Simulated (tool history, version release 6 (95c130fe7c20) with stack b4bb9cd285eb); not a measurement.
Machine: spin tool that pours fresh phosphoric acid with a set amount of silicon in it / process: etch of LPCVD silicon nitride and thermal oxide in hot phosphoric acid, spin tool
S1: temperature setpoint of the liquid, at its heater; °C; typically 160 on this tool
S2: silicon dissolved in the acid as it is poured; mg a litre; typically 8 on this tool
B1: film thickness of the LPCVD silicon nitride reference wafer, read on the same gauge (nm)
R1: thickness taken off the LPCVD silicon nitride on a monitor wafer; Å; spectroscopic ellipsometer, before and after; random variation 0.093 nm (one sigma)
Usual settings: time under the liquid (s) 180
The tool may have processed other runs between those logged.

{"run": 1, "hour": 0.0, "S1": 160, "S2": 8, "time under the liquid (s)": 180, "B1": 90, "R1": 118.6}
{"run": 2, "hour": 34.8, "S1": 160, "S2": 8, "time under the liquid (s)": 180, "B1": 90.01, "R1": 118.4}
{"run": 3, "hour": 63.6, "S1": 160, "S2": 8, "time under the liquid (s)": 180, "B1": 89.98, "R1": 117.4}
{"hour": 90.1, "done": "dissolved silicon flow meter replaced"}
{"run": 4, "hour": 90.6, "S1": 160, "S2": 8, "time under the liquid (s)": 180, "B1": 89.98, "R1": 117.5}
{"run": 5, "hour": 103.6, "S1": 162.5, "S2": 8, "time under the liquid (s)": 245, "B1": 90, "R1": 173.5}
{"run": 6, "hour": 133.2, "S1": 158.5, "S2": 8, "time under the liquid (s)": 260, "B1": 89.98, "R1": 161.2}
{"run": 7, "hour": 155.5, "S1": 160, "S2": 8, "time under the liquid (s)": 180, "B1": 89.98, "R1": 117.6}
{"hour": 161.3, "done": "gauge calibrated"}
{"run": 8, "hour": 173.5, "S1": 160, "S2": 8, "time under the liquid (s)": 220, "B1": 90.01, "R1": 141.1}
{"run": 9, "hour": 198.7, "S1": 162.5, "S2": 8, "time under the liquid (s)": 180, "B1": 89.99, "R1": 127.8}
{"run": 10, "hour": 227.5, "S1": 160, "S2": 8, "time under the liquid (s)": 180, "B1": 90.01, "R1": 114.3}
{"run": 11, "hour": 249.1, "S1": 162.5, "S2": 10.5, "time under the liquid (s)": 140, "B1": 89.97, "R1": 97.5}
{"run": 12, "hour": 274.2, "S1": 160, "S2": 8, "time under the liquid (s)": 180, "B1": 90, "R1": 114}
{"run": 13, "hour": 308.8, "S1": 157.5, "S2": 11, "time under the liquid (s)": 250, "B1": 89.99, "R1": 144.6}
{"run": 14, "hour": 321.5, "S1": 160, "S2": 8, "time under the liquid (s)": 180, "B1": 90, "R1": 113.9}
{"run": 15, "hour": 353.6, "S1": 160, "S2": 4, "time under the liquid (s)": 180, "B1": 89.98, "R1": 113.7}
{"hour": 363.6, "done": "heated supply line repaired"}
{"run": 16, "hour": 433.1, "S1": 160, "S2": 8, "time under the liquid (s)": 180, "B1": 89.97, "R1": 124.3}
{"run": 17, "hour": 453.3, "S1": 160, "S2": 2.5, "time under the liquid (s)": 140, "B1": 90, "R1": 96.8}
{"run": 18, "hour": 486.1, "S1": 160, "S2": 10.5, "time under the liquid (s)": 180, "B1": 89.99, "R1": 123.5}
{"run": 19, "hour": 506.9, "S1": 160, "S2": 8, "time under the liquid (s)": 130, "B1": 89.99, "R1": 87.2}

Run 20 is up next; what results do you expect?
{"run": 20, "hour": 520.3, "S1": 160, "S2": 14, "time under the liquid (s)": 255, "B1": "?", "R1": "?"}

{"run 20": {"B1": 90.01, "R1": 173.5}}
With no hidden state in the tool, this same run would have given R1 184 Å.
